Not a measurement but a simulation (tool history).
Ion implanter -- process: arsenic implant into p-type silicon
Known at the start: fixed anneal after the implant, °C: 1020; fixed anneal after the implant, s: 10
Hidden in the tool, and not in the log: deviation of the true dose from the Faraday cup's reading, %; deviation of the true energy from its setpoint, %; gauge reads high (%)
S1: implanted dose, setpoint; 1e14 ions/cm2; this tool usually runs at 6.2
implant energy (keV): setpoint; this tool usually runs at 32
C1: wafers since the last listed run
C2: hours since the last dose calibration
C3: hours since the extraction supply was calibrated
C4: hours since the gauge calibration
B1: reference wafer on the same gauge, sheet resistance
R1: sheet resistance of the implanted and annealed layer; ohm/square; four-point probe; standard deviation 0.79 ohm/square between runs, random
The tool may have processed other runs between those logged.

Run 1, hour 0: usual settings; C1 0; C2 1130.8; C3 2879.1; C4 57.3; B1 156.14. Result: R1 187.69 ohm/square.
Run 2, hour 51: usual settings; C1 1042; C2 1181.8; C3 2930.1; C4 108.3; B1 155.54. Result: R1 186.54 ohm/square.
Run 3, hour 117: usual settings; C1 1349; C2 1247.8; C3 2996.1; C4 174.3; B1 155.83. Result: R1 187.87 ohm/square.
Run 4, hour 162.6: usual settings; C1 932; C2 1293.4; C3 3041.7; C4 219.9; B1 156.37. Result: R1 186.93 ohm/square.
Run 5, hour 217.4: usual settings; C1 1120; C2 1348.2; C3 3096.5; C4 274.7; B1 155.9. Result: R1 186.57 ohm/square.
Run 6, hour 249.7: usual settings; C1 660; C2 1380.5; C3 3128.8; C4 307; B1 156.17. Result: R1 187.41 ohm/square.
Run 7, hour 309.8: usual settings; C1 1228; C2 1440.6; C3 3188.9; C4 367.1; B1 155.76. Result: R1 188.46 ohm/square.
Run 8, hour 334: usual settings; C1 494; C2 1464.8; C3 3213.1; C4 391.3; B1 155.84. Result: R1 187.36 ohm/square.
Run 9, hour 384.7: usual settings but implant energy (keV) 40.5; C1 1036; C2 1515.5; C3 3263.8; C4 442; B1 156.2. Result: R1 180.75 ohm/square.
Run 10, hour 444.3: usual settings but implant energy (keV) 40.5; C1 1218; C2 1575.1; C3 3323.4; C4 501.6; B1 156. Result: R1 179.91 ohm/square.
At hour 468.9: extraction supply calibrated.
Run 11, hour 477.4: usual settings but implant energy (keV) 40.5; C1 513; C2 1608.2; C3 8.5; C4 534.7; B1 155.9. Result: R1 181.87 ohm/square.
Run 12, hour 540: usual settings; C1 1279; C2 1670.8; C3 71.1; C4 597.3; B1 156.25. Result: R1 187.79 ohm/square.
At hour 557.4: Faraday cup replaced and dose calibrated.
Run 13, hour 600.8: usual settings; C1 1079; C2 43.4; C3 131.9; C4 658.1; B1 156.33. Result: R1 188.19 ohm/square.
Run 14, hour 641.2: usual settings but S1 5.08 1e14 ions/cm2, implant energy (keV) 29.5; C1 825; C2 83.8; C3 172.3; C4 698.5; B1 156.22. Result: R1 220.85 ohm/square.
Run 15, hour 701.8: usual settings; C1 1238; C2 144.4; C3 232.9; C4 759.1; B1 155.93. Result: R1 187.65 ohm/square.
Run 16, hour 762.3: usual settings; C1 1236; C2 204.9; C3 293.4; C4 819.6; B1 155.79. Result: R1 188.98 ohm/square.
Run 17, hour 796.4: usual settings but S1 6.7 1e14 ions/cm2, implant energy (keV) 39.5; C1 697; C2 239; C3 327.5; C4 853.7; B1 155.64. Result: R1 170.54 ohm/square.
Run 18, hour 865.2: usual settings but S1 6.95 1e14 ions/cm2, implant energy (keV) 22.5; C1 1406; C2 307.8; C3 396.3; C4 922.5; B1 156.2. Result: R1 184.62 ohm/square.
Run 19, hour 894.9: usual settings but S1 7.98 1e14 ions/cm2, implant energy (keV) 23; C1 607; C2 337.5; C3 426; C4 952.2; B1 156.05. Result: R1 168.11 ohm/square.
Run 20, hour 923.9: usual settings but S1 6.77 1e14 ions/cm2, implant energy (keV) 27.5; C1 592; C2 366.5; C3 455; C4 981.2; B1 156.11. Result: R1 181.61 ohm/square.
Run 21, hour 995.7: usual settings but S1 5.19 1e14 ions/cm2, implant energy (keV) 28.5; C1 1467; C2 438.3; C3 526.8; C4 1053; B1 155.98. Result: R1 217.08 ohm/square.
At hour 1032.6: gauge calibrated.
Run 22, hour 1066.7: usual settings; C1 1451; C2 509.3; C3 597.8; C4 34.1; B1 155.98. Result: R1 187.7 ohm/square.
Run 23, hour 1133.5: usual settings; C1 1365; C2 576.1; C3 664.6; C4 100.9; B1 155.83. Result: R1 188.68 ohm/square.
Run 24, hour 1160.2: usual settings but S1 4.57 1e14 ions/cm2, implant energy (keV) 36.5; C1 545; C2 602.8; C3 691.3; C4 127.6; B1 155.82. Result: R1 229.98 ohm/square.
Run 25, hour 1199.8: usual settings; C1 809; C2 642.4; C3 730.9; C4 167.2; B1 156.17. Result: R1 187.4 ohm/square.
Run 26, hour 1267.6: usual settings but S1 4.93 1e14 ions/cm2, implant energy (keV) 22.5; C1 1386; C2 710.2; C3 798.7; C4 235; B1 155.8. Result: R1 233.55 ohm/square.
Run 27, hour 1313.5: usual settings; C1 938; C2 756.1; C3 844.6; C4 280.9; B1 156.28. Result: R1 188.52 ohm/square.
Run 28, hour 1346.9: usual settings but S1 5.09 1e14 ions/cm2, implant energy (keV) 35; C1 682; C2 789.5; C3 878; C4 314.3; B1 155.75. Result: R1 214.75 ohm/square.
Run 29, hour 1386.8: usual settings but S1 4.83 1e14 ions/cm2, implant energy (keV) 21.5; C1 815; C2 829.4; C3 917.9; C4 354.2; B1 156.1. Result: R1 240.79 ohm/square.
Run 30, hour 1435.9: usual settings but implant energy (keV) 35.5; C1 1003; C2 878.5; C3 967; C4 403.3; B1 155.94. Result: R1 185.27 ohm/square.
Run 31, hour 1463.4: usual settings but S1 4.4 1e14 ions/cm2; C1 562; C2 906; C3 994.5; C4 430.8; B1 155.68. Result: R1 242.83 ohm/square.
Run 32, hour 1499.8: usual settings; C1 744; C2 942.4; C3 1030.9; C4 467.2; B1 156.37. Result: R1 187.57 ohm/square.

Hidden condition of the tool, last listed run before each entry between runs versus first listed run after:
After run 10, before run 11: extraction supply calibrated (hour 468.9)
  both runs share identical hidden conditions
After run 12, before run 13: Faraday cup replaced and dose calibrated (hour 557.4)
  both runs share identical hidden conditions
After run 21, before run 22: gauge calibrated (hour 1032.6)
  both runs share identical hidden conditions

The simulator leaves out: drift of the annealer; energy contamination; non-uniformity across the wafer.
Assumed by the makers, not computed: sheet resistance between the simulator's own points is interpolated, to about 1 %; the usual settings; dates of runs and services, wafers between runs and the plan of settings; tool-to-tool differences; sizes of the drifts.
